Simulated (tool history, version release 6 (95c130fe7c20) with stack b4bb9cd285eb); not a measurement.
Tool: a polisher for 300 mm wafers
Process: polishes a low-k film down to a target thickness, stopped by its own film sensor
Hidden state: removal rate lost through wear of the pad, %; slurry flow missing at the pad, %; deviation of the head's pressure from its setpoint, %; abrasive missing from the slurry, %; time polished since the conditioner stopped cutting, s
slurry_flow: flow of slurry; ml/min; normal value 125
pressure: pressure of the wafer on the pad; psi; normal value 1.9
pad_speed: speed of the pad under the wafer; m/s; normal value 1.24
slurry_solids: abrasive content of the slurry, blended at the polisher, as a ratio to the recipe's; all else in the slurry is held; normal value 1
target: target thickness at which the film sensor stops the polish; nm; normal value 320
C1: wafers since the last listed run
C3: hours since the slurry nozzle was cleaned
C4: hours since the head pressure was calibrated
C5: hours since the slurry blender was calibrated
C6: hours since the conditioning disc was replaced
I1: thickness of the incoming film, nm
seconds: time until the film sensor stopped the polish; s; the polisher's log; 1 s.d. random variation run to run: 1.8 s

{"run": 1, "day": 0.0, "slurry_flow": 125, "pressure": 1.9, "pad_speed": 1.24, "slurry_solids": 1, "target": 320, "C1": 0, "wafers polished on this pad": 332, "C3": 121.1, "C4": 492.2, "C5": 125.5, "C6": 19.9, "I1": 356.3, "seconds": 101.2}
{"run": 2, "day": 0.262, "slurry_flow": 125, "pressure": 1.9, "pad_speed": 1.24, "slurry_solids": 1, "target": 314, "C1": 70, "wafers polished on this pad": 402, "C3": 127.4, "C4": 498.5, "C5": 131.8, "C6": 26.2, "I1": 364.1, "seconds": 144.4}
{"run": 3, "day": 0.983, "slurry_flow": 125, "pressure": 1.9, "pad_speed": 1.24, "slurry_solids": 1, "target": 314, "C1": 192, "wafers polished on this pad": 595, "C3": 144.7, "C4": 515.8, "C5": 149.1, "C6": 43.5, "I1": 353.7, "seconds": 116.9}
{"run": 4, "day": 1.4, "slurry_flow": 125, "pressure": 1.9, "pad_speed": 1.24, "slurry_solids": 1, "target": 314, "C1": 111, "wafers polished on this pad": 707, "C3": 154.7, "C4": 525.8, "C5": 159.1, "C6": 53.5, "I1": 362.4, "seconds": 139.4}
{"run": 5, "day": 2.125, "slurry_flow": 125, "pressure": 1.9, "pad_speed": 1.24, "slurry_solids": 1, "target": 320, "C1": 194, "wafers polished on this pad": 901, "C3": 172.1, "C4": 543.2, "C5": 176.5, "C6": 70.9, "I1": 359.9, "seconds": 117.9}
{"run": 6, "day": 2.675, "slurry_flow": 125, "pressure": 1.9, "pad_speed": 1.24, "slurry_solids": 1, "target": 320, "C1": 147, "wafers polished on this pad": 1048, "C3": 185.3, "C4": 556.4, "C5": 189.7, "C6": 84.1, "I1": 359.7, "seconds": 122.5}
{"run": 7, "day": 3.192, "slurry_flow": 125, "pressure": 1.9, "pad_speed": 1.24, "slurry_solids": 1, "target": 320, "C1": 138, "wafers polished on this pad": 1186, "C3": 197.7, "C4": 568.8, "C5": 202.1, "C6": 96.5, "I1": 356.2, "seconds": 115.8}
{"day": 3.629, "done": "worn pad replaced by a new one"}
{"run": 8, "day": 3.896, "slurry_flow": 125, "pressure": 1.9, "pad_speed": 1.24, "slurry_solids": 1, "target": 320, "C1": 143, "wafers polished on this pad": 71, "C3": 214.6, "C4": 585.7, "C5": 219, "C6": 113.4, "I1": 361.9, "seconds": 132.1}
{"run": 9, "day": 4.592, "slurry_flow": 125, "pressure": 1.9, "pad_speed": 1.24, "slurry_solids": 1, "target": 316, "C1": 186, "wafers polished on this pad": 257, "C3": 231.3, "C4": 602.4, "C5": 235.7, "C6": 130.1, "I1": 360.5, "seconds": 137.1}
{"day": 5.029, "done": "conditioning disc replaced and pad reconditioned"}
{"run": 10, "day": 5.108, "slurry_flow": 125, "pressure": 1.9, "pad_speed": 1.24, "slurry_solids": 1, "target": 316, "C1": 115, "wafers polished on this pad": 373, "C3": 243.7, "C4": 614.8, "C5": 248.1, "C6": 1.9, "I1": 356.4, "seconds": 126}
{"day": 5.529, "done": "slurry blender recalibrated"}
{"run": 11, "day": 5.55, "slurry_flow": 125, "pressure": 1.9, "pad_speed": 0.9, "slurry_solids": 1, "target": 320, "C1": 95, "wafers polished on this pad": 469, "C3": 254.3, "C4": 625.4, "C5": 0.5, "C6": 12.5, "I1": 359.3, "seconds": 122.1}
{"day": 5.812, "done": "head pressure recalibrated"}
{"run": 12, "day": 6.246, "slurry_flow": 125, "pressure": 1.9, "pad_speed": 1.24, "slurry_solids": 1, "target": 320, "C1": 163, "wafers polished on this pad": 633, "C3": 271, "C4": 10.4, "C5": 17.2, "C6": 29.2, "I1": 358.7, "seconds": 97.3}
{"run": 13, "day": 6.879, "slurry_flow": 125, "pressure": 1.9, "pad_speed": 1.24, "slurry_solids": 0.7, "target": 320, "C1": 169, "wafers polished on this pad": 802, "C3": 286.2, "C4": 25.6, "C5": 32.4, "C6": 44.4, "I1": 353.8, "seconds": 101.8}
{"run": 14, "day": 7.55, "slurry_flow": 125, "pressure": 1.9, "pad_speed": 1.24, "slurry_solids": 1, "target": 320, "C1": 179, "wafers polished on this pad": 982, "C3": 302.3, "C4": 41.7, "C5": 48.5, "C6": 60.5, "I1": 353.8, "seconds": 88.3}
{"run": 15, "day": 8.025, "slurry_flow": 125, "pressure": 2.5, "pad_speed": 1.24, "slurry_solids": 1.15, "target": 320, "C1": 127, "wafers polished on this pad": 1109, "C3": 313.7, "C4": 53.1, "C5": 59.9, "C6": 71.9, "I1": 358.6, "seconds": 78.7}
{"run": 16, "day": 8.621, "slurry_flow": 125, "pressure": 1.9, "pad_speed": 1.24, "slurry_solids": 1, "target": 314, "C1": 159, "wafers polished on this pad": 1268, "C3": 328, "C4": 67.4, "C5": 74.2, "C6": 86.2, "I1": 357.8, "seconds": 121}
{"day": 8.788, "done": "worn pad replaced by a new one"}
{"run": 17, "day": 9.238, "slurry_flow": 165, "pressure": 1.9, "pad_speed": 0.98, "slurry_solids": 1.25, "target": 316, "C1": 120, "wafers polished on this pad": 120, "C3": 342.8, "C4": 82.2, "C5": 89, "C6": 101, "I1": 354.3, "seconds": 107.2}
{"run": 18, "day": 9.846, "slurry_flow": 90, "pressure": 1.9, "pad_speed": 1.24, "slurry_solids": 1, "target": 320, "C1": 162, "wafers polished on this pad": 283, "C3": 357.4, "C4": 96.8, "C5": 103.6, "C6": 115.6, "I1": 362.7, "seconds": 127.4}
{"day": 9.95, "done": "slurry nozzle cleaned"}
{"day": 11.225, "done": "conditioning disc replaced and pad reconditioned"}
{"run": 19, "day": 11.504, "slurry_flow": 165, "pressure": 1.9, "pad_speed": 1.24, "slurry_solids": 1, "target": 320, "C1": 410, "wafers polished on this pad": 693, "C3": 37.3, "C4": 136.6, "C5": 143.4, "C6": 6.7, "I1": 354.6, "seconds": 91.7}
{"run": 20, "day": 12.1, "slurry_flow": 150, "pressure": 1.3, "pad_speed": 1.24, "slurry_solids": 0.75, "target": 320, "C1": 159, "wafers polished on this pad": 852, "C3": 51.6, "C4": 150.9, "C5": 157.7, "C6": 21, "I1": 358.4, "seconds": 162}
{"run": 21, "day": 12.721, "slurry_flow": 155, "pressure": 1.9, "pad_speed": 1.24, "slurry_solids": 0.8, "target": 327, "C1": 166, "wafers polished on this pad": 1018, "C3": 66.5, "C4": 165.8, "C5": 172.6, "C6": 35.9, "I1": 354.6, "seconds": 86.7}
{"day": 13.446, "done": "worn pad replaced by a new one"}
{"run": 22, "day": 13.633, "slurry_flow": 125, "pressure": 1.9, "pad_speed": 1.24, "slurry_solids": 1, "target": 320, "C1": 199, "wafers polished on this pad": 49, "C3": 88.4, "C4": 187.7, "C5": 194.5, "C6": 57.8, "I1": 361.2, "seconds": 122.6}
{"run": 23, "day": 14.458, "slurry_flow": 125, "pressure": 1.9, "pad_speed": 0.92, "slurry_solids": 0.85, "target": 308, "C1": 220, "wafers polished on this pad": 270, "C3": 108.2, "C4": 207.5, "C5": 214.3, "C6": 77.6, "I1": 363.2, "seconds": 214.8}
{"day": 14.854, "done": "slurry blender recalibrated"}
{"run": 24, "day": 14.988, "slurry_flow": 125, "pressure": 1.9, "pad_speed": 1.24, "slurry_solids": 1, "target": 320, "C1": 119, "wafers polished on this pad": 389, "C3": 120.9, "C4": 220.2, "C5": 3.2, "C6": 90.3, "I1": 360.6, "seconds": 98.5}

Give the tool's hidden conditions for every run:
removal rate lost through wear of the pad, %: 0, the same for each run
deviation of the head's pressure from its setpoint, %: 0, the same for each run
time polished since the conditioner stopped cutting, s: 0, the same for each run
H1: slurry flow missing at the pad, %
H2: abrasive missing from the slurry, %
run=1 H1=30.2 H2=36.4
run=2 H1=31 H2=37
run=3 H1=32.9 H2=38.3
run=4 H1=33.9 H2=39
run=5 H1=35.4 H2=39.9
run=6 H1=36.4 H2=40.5
run=7 H1=37.2 H2=41
run=8 H1=38.2 H2=41.5
run=9 H1=39 H2=41.9
run=10 H1=39.6 H2=42.2
run=11 H1=40 H2=3.39
run=12 H1=40.6 H2=10.5
run=13 H1=41.1 H2=15.7
run=14 H1=41.5 H2=20.3
run=15 H1=41.8 H2=23
run=16 H1=42.1 H2=25.9
run=17 H1=42.3 H2=28.3
run=18 H1=42.6 H2=30.3
run=19 H1=16.8 H2=34.2
run=20 H1=20.4 H2=35.2
run=21 H1=23.7 H2=36
run=22 H1=27.9 H2=37
run=23 H1=31 H2=37.7
run=24 H1=32.7 H2=7.7
